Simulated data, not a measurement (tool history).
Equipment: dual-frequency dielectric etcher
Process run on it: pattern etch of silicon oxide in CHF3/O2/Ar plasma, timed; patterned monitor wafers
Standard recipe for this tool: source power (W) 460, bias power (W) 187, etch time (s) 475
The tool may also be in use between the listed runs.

run	hour	source power (W)	bias power (W)	etch time (s)	wafers since the last listed run	hours since the last wet clean	hours since the last source power generator calibration	hours since the last bias power generator calibration	hours since the last upper electrode change	hours since the gauge calibration	read-back reference wafer on the same gauge, depth_nm	mean etch depth across the wafer (Å)
1	0	460	187	475	0	154.2	1647.1	1066.1	4174.9	45.9	874.1	8912
2	85.9	460	157	475	339	240.1	1733	1152	4260.8	131.8	881	8515
3	156.4	460	187	475	278	310.6	1803.5	1222.5	4331.3	202.3	883.6	9020
# hour 253.2: wet clean of the chamber
4	253.7	460	187	475	289	0.5	1900.8	1319.8	4428.6	299.6	886.8	9099
5	283.6	460	187	475	118	30.4	1930.7	1349.7	4458.5	329.5	888.8	9042
# hour 338.6: source power generator calibrated
# hour 363.7: upper electrode replaced
6	364.2	460	187	475	208	111	25.6	1430.3	0.5	410.1	887.8	9048
7	416.1	460	187	475	205	162.9	77.5	1482.2	52.4	462	889.2	8984
8	503.8	460	187	475	346	250.6	165.2	1569.9	140.1	549.7	890.4	9045
# hour 514.7: gauge calibrated
9	586	570	208	414	325	332.8	247.4	1652.1	222.3	71.3	885	8843
# hour 628.1: wet clean of the chamber
10	658.8	460	142	475	192	30.7	320.2	1724.9	295.1	144.1	888.6	8376
# hour 719.8: bias power generator calibrated
11	741.8	460	187	475	312	113.7	403.2	22	378.1	227.1	893.6	9122
12	793.2	460	187	475	203	165.1	454.6	73.4	429.5	278.5	894.5	9085
13	834.6	530	210	360	163	206.5	496	114.8	470.9	319.9	895.3	7536
14	888	520	187	475	211	259.9	549.4	168.2	524.3	373.3	895.7	9491
15	944.5	350	221	428	223	316.4	605.9	224.7	580.8	429.8	896.3	7802
16	981.6	460	187	475	146	353.5	643	261.8	617.9	466.9	896	9100
17	1045	550	187	400	250	416.9	706.4	325.2	681.3	530.3	897.4	8261

Branching from run 17: 3 alternative next runs. What would each branch give?
A	1045.5	460	187	475	1	417.4	706.9	325.7	681.8	530.8	?	?
B	1045.5	570	225	475	1	417.4	706.9	325.7	681.8	530.8	?	?
C	1045.5	580	187	371	1	417.4	706.9	325.7	681.8	530.8	?	?

run	read-back reference wafer on the same gauge, depth_nm	mean etch depth across the wafer (Å)
A	896.8	9135
B	896.8	10482
C	896.8	7801
The same runs, with their run-to-run variation unchanged, on a tool lacking any hidden condition would have given:
run	mean etch depth across the wafer (Å)
A	8915
B	10230
C	7614

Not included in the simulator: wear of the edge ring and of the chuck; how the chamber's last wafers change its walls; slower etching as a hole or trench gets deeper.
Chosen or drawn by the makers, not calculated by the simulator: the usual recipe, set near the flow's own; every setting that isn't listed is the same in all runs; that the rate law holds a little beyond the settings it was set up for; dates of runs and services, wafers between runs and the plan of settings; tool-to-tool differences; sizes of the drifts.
